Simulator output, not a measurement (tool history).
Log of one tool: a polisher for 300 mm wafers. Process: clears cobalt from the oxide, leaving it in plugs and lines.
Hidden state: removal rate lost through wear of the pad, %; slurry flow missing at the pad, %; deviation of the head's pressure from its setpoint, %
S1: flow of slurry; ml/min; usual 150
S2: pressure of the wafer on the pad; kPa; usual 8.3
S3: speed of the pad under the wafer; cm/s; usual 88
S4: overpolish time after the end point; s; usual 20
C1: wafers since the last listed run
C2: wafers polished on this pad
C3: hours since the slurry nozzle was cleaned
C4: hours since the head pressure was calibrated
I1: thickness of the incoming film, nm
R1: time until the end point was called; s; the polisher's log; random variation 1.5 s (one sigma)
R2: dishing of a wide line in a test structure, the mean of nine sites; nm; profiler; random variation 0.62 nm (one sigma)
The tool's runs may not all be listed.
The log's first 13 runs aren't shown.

-- day=33.292 worn pad replaced by a new one
run 14 day=34.333 | S1=150 S2=8.3 S3=88 S4=20 | C1=364 C2=199 C3=298.3 C4=574.8 | I1=204.5 | R1=97.5 R2=34.9
run 15 day=37.062 | S1=150 S2=8.3 S3=88 S4=20 | C1=523 C2=722 C3=363.8 C4=640.3 | I1=202.2 | R1=96.8 R2=35.6
run 16 day=39.658 | S1=150 S2=8.3 S3=88 S4=20 | C1=497 C2=1220 C3=426.1 C4=702.6 | I1=207.1 | R1=98.3 R2=33.8
run 17 day=41.029 | S1=150 S2=8.3 S3=88 S4=20 | C1=262 C2=1483 C3=459 C4=735.5 | I1=205.2 | R1=99.3 R2=34.5
run 18 day=43.204 | S1=150 S2=8.3 S3=104 S4=28 | C1=417 C2=1900 C3=511.2 C4=787.7 | I1=205 | R1=91.2 R2=44.1
run 19 day=45.662 | S1=190 S2=8.3 S3=88 S4=20 | C1=471 C2=2371 C3=570.2 C4=846.7 | I1=204.8 | R1=97 R2=33.6
-- day=47.462 worn pad replaced by a new one
run 20 day=47.483 | S1=150 S2=6.2 S3=88 S4=20 | C1=317 C2=3 C3=613.9 C4=890.4 | I1=207.7 | R1=135.7 R2=26.9
run 21 day=49.958 | S1=110 S2=9 S3=114 S4=25 | C1=474 C2=478 C3=673.3 C4=949.8 | I1=205.2 | R1=92.5 R2=41.5
-- day=53.029 slurry nozzle cleaned
-- day=54.188 head pressure recalibrated
run 22 day=58.521 | S1=150 S2=8.3 S3=88 S4=20 | C1=1617 C2=2095 C3=131.8 C4=104 | I1=202 | R1=103.5 R2=32
run 23 day=61.017 | S1=150 S2=8.3 S3=88 S4=20 | C1=478 C2=2574 C3=191.7 C4=163.9 | I1=208.7 | R1=112.8 R2=30.9
run 24 day=62.496 | S1=120 S2=6.2 S3=98 S4=25 | C1=283 C2=2858 C3=227.2 C4=199.4 | I1=206.4 | R1=151 R2=28.5
-- day=64.217 worn pad replaced by a new one
run 25 day=65.488 | S1=165 S2=6.9 S3=112 S4=14 | C1=541 C2=243 C3=299 C4=271.2 | I1=204.5 | R1=103 R2=25.6
run 26 day=67.971 | S1=150 S2=8.3 S3=88 S4=20 | C1=476 C2=719 C3=358.6 C4=330.8 | I1=203.4 | R1=98 R2=33.4
run 27 day=70.746 | S1=150 S2=8.3 S3=88 S4=20 | C1=532 C2=1251 C3=425.2 C4=397.4 | I1=203.6 | R1=96.9 R2=34.6
run 28 day=72.45 | S1=150 S2=8.3 S3=88 S4=20 | C1=326 C2=1578 C3=466.1 C4=438.3 | I1=203.4 | R1=99.9 R2=32.9
run 29 day=73.6 | S1=150 S2=8.3 S3=106 S4=20 | C1=220 C2=1798 C3=493.7 C4=465.9 | I1=206 | R1=94.7 R2=36.2
run 30 day=75.954 | S1=185 S2=6.2 S3=74 S4=14 | C1=451 C2=2250 C3=550.2 C4=522.4 | I1=204.4 | R1=141.7 R2=19.1
run 31 day=77.096 | S1=150 S2=8.3 S3=88 S4=20 | C1=218 C2=2469 C3=577.6 C4=549.8 | I1=207.9 | R1=106.7 R2=32.7
run 32 day=78.7 | S1=120 S2=6.2 S3=88 S4=20 | C1=307 C2=2776 C3=616.1 C4=588.3 | I1=203.6 | R1=154.5 R2=23.2

4 ways to go on from here, each from the tool as it stands after run 32. What would each give?
run A day=78.721 | S1=150 S2=8.3 S3=88 S4=20 | C1=3 C2=2780 C3=616.6 C4=588.8 | I1=207.1 | R1=? R2=?
run B day=78.721 | S1=130 S2=9.7 S3=112 S4=14 | C1=3 C2=2780 C3=616.6 C4=588.8 | I1=207.1 | R1=? R2=?
run C day=78.721 | S1=150 S2=10.3 S3=88 S4=13 | C1=3 C2=2780 C3=616.6 C4=588.8 | I1=207.1 | R1=? R2=?
run D day=78.721 | S1=105 S2=8.3 S3=88 S4=20 | C1=3 C2=2780 C3=616.6 C4=588.8 | I1=207.1 | R1=? R2=?

run=A R1=111.5 R2=31.8
run=B R1=89.1 R2=28.6
run=C R1=89.2 R2=26.9
run=D R1=131.5 R2=27.9
Without the tool's hidden state the same runs would have given:
run=A R1=99.4 R2=34.7
run=B R1=79.4 R2=31.3
run=C R1=79.5 R2=29.5
run=D R1=117.2 R2=30.6
